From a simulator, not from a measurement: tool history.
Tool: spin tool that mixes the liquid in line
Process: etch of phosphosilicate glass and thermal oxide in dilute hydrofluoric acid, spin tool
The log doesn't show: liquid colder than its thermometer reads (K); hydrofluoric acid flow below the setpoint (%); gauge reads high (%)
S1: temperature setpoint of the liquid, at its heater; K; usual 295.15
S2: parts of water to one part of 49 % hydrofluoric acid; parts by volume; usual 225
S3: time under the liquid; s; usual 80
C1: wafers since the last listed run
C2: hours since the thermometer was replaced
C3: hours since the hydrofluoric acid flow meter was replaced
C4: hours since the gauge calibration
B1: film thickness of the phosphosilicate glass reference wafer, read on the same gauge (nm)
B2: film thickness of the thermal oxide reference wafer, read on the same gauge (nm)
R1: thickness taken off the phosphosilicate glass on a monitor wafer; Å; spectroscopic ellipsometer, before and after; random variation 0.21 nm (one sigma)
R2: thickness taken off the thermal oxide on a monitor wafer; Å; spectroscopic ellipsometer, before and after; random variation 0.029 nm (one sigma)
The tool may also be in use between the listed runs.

{"run": 1, "hour": 0.0, "S1": 295.15, "S2": 225, "S3": 80, "C1": 0, "C2": 2754.6, "C3": 1323.8, "C4": 126.8, "B1": 79.99, "B2": 129.93, "R1": 334.3, "R2": 13.78}
{"run": 2, "hour": 25.6, "S1": 295.15, "S2": 225, "S3": 80, "C1": 225, "C2": 2780.2, "C3": 1349.4, "C4": 152.4, "B1": 79.96, "B2": 129.911, "R1": 332.1, "R2": 12.68}
{"run": 3, "hour": 68.7, "S1": 295.15, "S2": 225, "S3": 80, "C1": 379, "C2": 2823.3, "C3": 1392.5, "C4": 195.5, "B1": 79.96, "B2": 129.878, "R1": 333.2, "R2": 13.71}
{"run": 4, "hour": 127.3, "S1": 295.15, "S2": 295, "S3": 80, "C1": 516, "C2": 2881.9, "C3": 1451.1, "C4": 254.1, "B1": 79.91, "B2": 129.798, "R1": 237.3, "R2": 9.47}
{"run": 5, "hour": 193.9, "S1": 295.15, "S2": 225, "S3": 45, "C1": 586, "C2": 2948.5, "C3": 1517.7, "C4": 320.7, "B1": 79.85, "B2": 129.727, "R1": 186.2, "R2": 7.12}
{"run": 6, "hour": 246.6, "S1": 292.65, "S2": 305, "S3": 45, "C1": 464, "C2": 3001.2, "C3": 1570.4, "C4": 373.4, "B1": 79.81, "B2": 129.726, "R1": 116.1, "R2": 4.65}
{"run": 7, "hour": 316.9, "S1": 299.65, "S2": 185, "S3": 60, "C1": 619, "C2": 3071.5, "C3": 1640.7, "C4": 443.7, "B1": 79.68, "B2": 129.581, "R1": 370.3, "R2": 15.02}
{"hour": 335.2, "done": "thermometer replaced"}
{"run": 8, "hour": 358.7, "S1": 295.15, "S2": 225, "S3": 65, "C1": 359, "C2": 23.5, "C3": 1682.5, "C4": 485.5, "B1": 79.74, "B2": 129.509, "R1": 269.9, "R2": 11}
{"run": 9, "hour": 394.9, "S1": 295.15, "S2": 315, "S3": 80, "C1": 318, "C2": 59.7, "C3": 1718.7, "C4": 521.7, "B1": 79.65, "B2": 129.411, "R1": 217, "R2": 8.89}
{"run": 10, "hour": 443.2, "S1": 293.65, "S2": 285, "S3": 35, "C1": 425, "C2": 108, "C3": 1767, "C4": 570, "B1": 79.64, "B2": 129.338, "R1": 102.4, "R2": 4.09}
{"hour": 457.7, "done": "hydrofluoric acid flow meter replaced"}
{"run": 11, "hour": 505.1, "S1": 295.15, "S2": 300, "S3": 50, "C1": 536, "C2": 169.9, "C3": 47.4, "C4": 631.9, "B1": 79.53, "B2": 129.197, "R1": 145.6, "R2": 5.6}
{"run": 12, "hour": 568.3, "S1": 295.15, "S2": 260, "S3": 125, "C1": 556, "C2": 233.1, "C3": 110.6, "C4": 695.1, "B1": 79.41, "B2": 129.029, "R1": 435.6, "R2": 17.61}
{"run": 13, "hour": 599.1, "S1": 291.65, "S2": 180, "S3": 80, "C1": 271, "C2": 263.9, "C3": 141.4, "C4": 725.9, "B1": 79.31, "B2": 128.932, "R1": 377.5, "R2": 15.67}
{"run": 14, "hour": 627.5, "S1": 295.15, "S2": 225, "S3": 115, "C1": 250, "C2": 292.3, "C3": 169.8, "C4": 754.3, "B1": 79.28, "B2": 128.834, "R1": 474.8, "R2": 19.01}
{"run": 15, "hour": 657.2, "S1": 295.15, "S2": 225, "S3": 80, "C1": 261, "C2": 322, "C3": 199.5, "C4": 784, "B1": 79.24, "B2": 128.73, "R1": 329.3, "R2": 13.31}
{"run": 16, "hour": 685.2, "S1": 295.15, "S2": 225, "S3": 80, "C1": 246, "C2": 350, "C3": 227.5, "C4": 812, "B1": 79.18, "B2": 128.66, "R1": 329.9, "R2": 13.17}
{"run": 17, "hour": 751.6, "S1": 295.15, "S2": 225, "S3": 35, "C1": 584, "C2": 416.4, "C3": 293.9, "C4": 878.4, "B1": 79.01, "B2": 128.427, "R1": 144.5, "R2": 5.81}
{"run": 18, "hour": 805.9, "S1": 299.15, "S2": 155, "S3": 35, "C1": 478, "C2": 470.7, "C3": 348.2, "C4": 932.7, "B1": 78.91, "B2": 128.233, "R1": 259.6, "R2": 10.54}
{"run": 19, "hour": 832.3, "S1": 295.15, "S2": 225, "S3": 80, "C1": 232, "C2": 497.1, "C3": 374.6, "C4": 959.1, "B1": 78.89, "B2": 128.183, "R1": 328.2, "R2": 12.95}
{"run": 20, "hour": 883.1, "S1": 295.15, "S2": 225, "S3": 80, "C1": 447, "C2": 547.9, "C3": 425.4, "C4": 1009.9, "B1": 78.78, "B2": 127.98, "R1": 326.8, "R2": 13.42}
{"run": 21, "hour": 939.8, "S1": 297.65, "S2": 225, "S3": 50, "C1": 499, "C2": 604.6, "C3": 482.1, "C4": 1066.6, "B1": 78.61, "B2": 127.708, "R1": 223.1, "R2": 8.74}
{"run": 22, "hour": 1009.3, "S1": 290.65, "S2": 120, "S3": 125, "C1": 612, "C2": 674.1, "C3": 551.6, "C4": 1136.1, "B1": 78.37, "B2": 127.428, "R1": 890, "R2": 36.1}
{"run": 23, "hour": 1127.5, "S1": 295.15, "S2": 225, "S3": 80, "C1": 1040, "C2": 792.3, "C3": 669.8, "C4": 1254.3, "B1": 78.11, "B2": 126.865, "R1": 322.9, "R2": 13.11}
{"run": 24, "hour": 1160.1, "S1": 291.15, "S2": 225, "S3": 80, "C1": 287, "C2": 824.9, "C3": 702.4, "C4": 1286.9, "B1": 77.98, "B2": 126.729, "R1": 275.8, "R2": 10.97}
{"run": 25, "hour": 1375.0, "S1": 293.15, "S2": 225, "S3": 55, "C1": 1892, "C2": 1039.8, "C3": 917.3, "C4": 1501.8, "B1": 77.22, "B2": 125.524, "R1": 203.9, "R2": 8.03}

Hidden state at the last listed run before each entry between runs and at the first one after, where it differs:
Between runs 7 and 8: thermometer replaced (hour 335.2)
  gauge reads high (%): -0.327 -> -0.386
  measured less the result without the state, R1: -1.2 -> -1.1 Å; R2: -0.05 -> -0.04 Å
Between runs 10 and 11: hydrofluoric acid flow meter replaced (hour 457.7)
  gauge reads high (%): -0.52 -> -0.632
  measured less the result without the state, R1: -0.6 -> -0.9 Å; R2: -0.02 -> -0.03 Å
